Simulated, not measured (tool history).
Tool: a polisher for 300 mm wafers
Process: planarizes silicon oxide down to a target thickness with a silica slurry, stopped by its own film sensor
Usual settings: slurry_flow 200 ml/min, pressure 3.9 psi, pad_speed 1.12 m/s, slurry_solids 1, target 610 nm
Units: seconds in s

| run | hour | slurry_flow | pressure | pad_speed | slurry_solids | target | wafers since the last listed run | wafers polished on this pad | hours since the slurry nozzle was cleaned | hours since the head pressure was calibrated | hours since the slurry blender was calibrated | hours since the conditioning disc was replaced | incoming thickness of the incoming film, nm | seconds |
|---|---|---|---|---|---|---|---|---|---|---|---|---|---|---|
| 1 | 0 | 200 | 3.9 | 1.12 | 1 | 610 | 0 | 95 | 422.6 | 384.4 | 273.5 | 78.4 | 972.1 | 100.9 |
| 2 | 7.8 | 200 | 3.9 | 1.12 | 1 | 610 | 86 | 181 | 430.4 | 392.2 | 281.3 | 86.2 | 995.8 | 110.3 |
| 3 | 17.1 | 200 | 3.9 | 1.12 | 1 | 610 | 102 | 284 | 439.7 | 401.5 | 290.6 | 95.5 | 999.3 | 110.5 |
| 4 | 32.8 | 200 | 3.9 | 1.12 | 1 | 610 | 173 | 457 | 455.4 | 417.2 | 306.3 | 111.2 | 992.9 | 108.8 |
| 5 | 39.4 | 200 | 3.9 | 1.12 | 1 | 610 | 72 | 530 | 462 | 423.8 | 312.9 | 117.8 | 981.6 | 107.2 |
| 6 | 46.2 | 200 | 3.9 | 1.12 | 1 | 610 | 75 | 605 | 468.8 | 430.6 | 319.7 | 124.6 | 980.9 | 106.1 |
|  | 82.2 | worn pad replaced by a new one |
| 7 | 97.1 | 200 | 3.9 | 1.12 | 1 | 610 | 518 | 165 | 519.7 | 481.5 | 370.6 | 175.5 | 990.7 | 107.9 |
| 8 | 107.7 | 200 | 3.9 | 1.12 | 1 | 610 | 117 | 282 | 530.3 | 492.1 | 381.2 | 186.1 | 974.1 | 102.1 |
|  | 122.2 | slurry nozzle cleaned |
| 9 | 124 | 200 | 3.9 | 1.12 | 1 | 610 | 169 | 451 | 1.8 | 508.4 | 397.5 | 202.4 | 989 | 107.9 |
| 10 | 135 | 200 | 3.9 | 1.12 | 1 | 610 | 121 | 573 | 12.8 | 519.4 | 408.5 | 213.4 | 970.8 | 102.7 |
|  | 150.5 | head pressure recalibrated |
| 11 | 152.9 | 175 | 3.9 | 1.12 | 1 | 610 | 175 | 748 | 30.7 | 2.4 | 426.4 | 231.3 | 972.7 | 108.4 |
|  | 156.7 | slurry blender recalibrated |
|  | 171.1 | worn pad replaced by a new one |
| 12 | 171.6 | 150 | 2.5 | 1.34 | 1 | 610 | 140 | 5 | 49.4 | 21.1 | 14.9 | 250 | 989 | 153.1 |
| 13 | 175.9 | 200 | 5.1 | 1.24 | 0.8 | 480 | 47 | 52 | 53.7 | 25.4 | 19.2 | 254.3 | 994.9 | 123.2 |
| 14 | 189.1 | 200 | 3.9 | 1.28 | 1 | 610 | 145 | 198 | 66.9 | 38.6 | 32.4 | 267.5 | 981.7 | 93.9 |
|  | 194 | conditioning disc replaced and pad reconditioned |
| 15 | 197.1 | 150 | 3.9 | 1.12 | 1 | 492 | 66 | 265 | 74.9 | 46.6 | 40.4 | 3.1 | 976.2 | 145.7 |
| 16 | 205.7 | 200 | 2.8 | 1.12 | 1 | 553 | 95 | 360 | 83.5 | 55.2 | 49 | 11.7 | 970.1 | 169.5 |
| 17 | 221.9 | 200 | 3.9 | 1.12 | 1 | 610 | 179 | 539 | 99.7 | 71.4 | 65.2 | 27.9 | 975.8 | 102.6 |
| 18 | 239.8 | 200 | 5 | 1.12 | 1 | 610 | 197 | 737 | 117.6 | 89.3 | 83.1 | 45.8 | 991.4 | 86.3 |
|  | 248.7 | worn pad replaced by a new one |
| 19 | 253.9 | 200 | 3.3 | 1.12 | 1.25 | 647 | 111 | 56 | 131.7 | 103.4 | 97.2 | 59.9 | 972.4 | 94.1 |
| 20 | 265.3 | 200 | 3.9 | 1.12 | 1 | 610 | 126 | 183 | 143.1 | 114.8 | 108.6 | 71.3 | 971.6 | 104.1 |
| 21 | 271.5 | 165 | 4.4 | 1.12 | 1 | 610 | 68 | 251 | 149.3 | 121 | 114.8 | 77.5 | 964.7 | 90.6 |

Hidden state at the last listed run before each entry between runs and at the first one after, where it differs:
Between runs 6 and 7: worn pad replaced by a new one (hour 82.2)
  no hidden state differs between the two runs
Between runs 8 and 9: slurry nozzle cleaned (hour 122.2)
  no hidden state differs between the two runs
Between runs 10 and 11: head pressure recalibrated (hour 150.5)
  no hidden state differs between the two runs
Between runs 11 and 12: slurry blender recalibrated (hour 156.7); worn pad replaced by a new one (hour 171.1)
  no hidden state differs between the two runs
Between runs 14 and 15: conditioning disc replaced and pad reconditioned (hour 194)
  no hidden state differs between the two runs
Between runs 18 and 19: worn pad replaced by a new one (hour 248.7)
  no hidden state differs between the two runs
